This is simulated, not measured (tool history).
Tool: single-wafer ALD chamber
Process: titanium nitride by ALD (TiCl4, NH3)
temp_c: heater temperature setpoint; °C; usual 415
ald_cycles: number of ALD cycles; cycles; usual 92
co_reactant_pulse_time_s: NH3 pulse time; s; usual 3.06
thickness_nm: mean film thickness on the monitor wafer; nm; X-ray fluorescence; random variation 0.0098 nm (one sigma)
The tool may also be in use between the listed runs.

run	hour	temp_c	ald_cycles	co_reactant_pulse_time_s	read-back reference wafer on the same gauge, thickness_nm	thickness_nm
1	0.0	415	92	3.06	1.908	2.075
2	12.9	415	92	3.53	1.910	2.068
3	40.7	415	92	3.53	1.912	2.052
4	60.1	415	92	3.53	1.910	2.075
5	75.7	415	105	3.06	1.910	2.341
6	96.5	415	105	3.06	1.910	2.371
# hour 119.7: showerhead replaced
7	120.2	415	105	3.06	1.910	2.353
8	139.1	415	92	3.06	1.910	2.068
# hour 151.0: thermocouple changed; heater temperature recalibrated
9	169.2	428	84	3.71	1.910	1.905
10	202.7	405	97	4.14	1.912	2.181
11	229.4	415	92	2.56	1.910	2.070
12	245.3	415	92	3.06	1.913	2.069
# hour 267.7: gauge calibrated
13	276.6	415	99	3.06	1.911	2.218
14	310.7	415	92	3.53	1.909	2.068
15	331.2	406	104	3.06	1.911	2.333
16	353.3	415	78	2.00	1.908	1.742
17	385.2	415	108	3.48	1.908	2.421

The tool's hidden state at each run:
wafer temperature above the value expected at the setpoint (K): 0 in every run
gauge reads high (%): 0 in every run
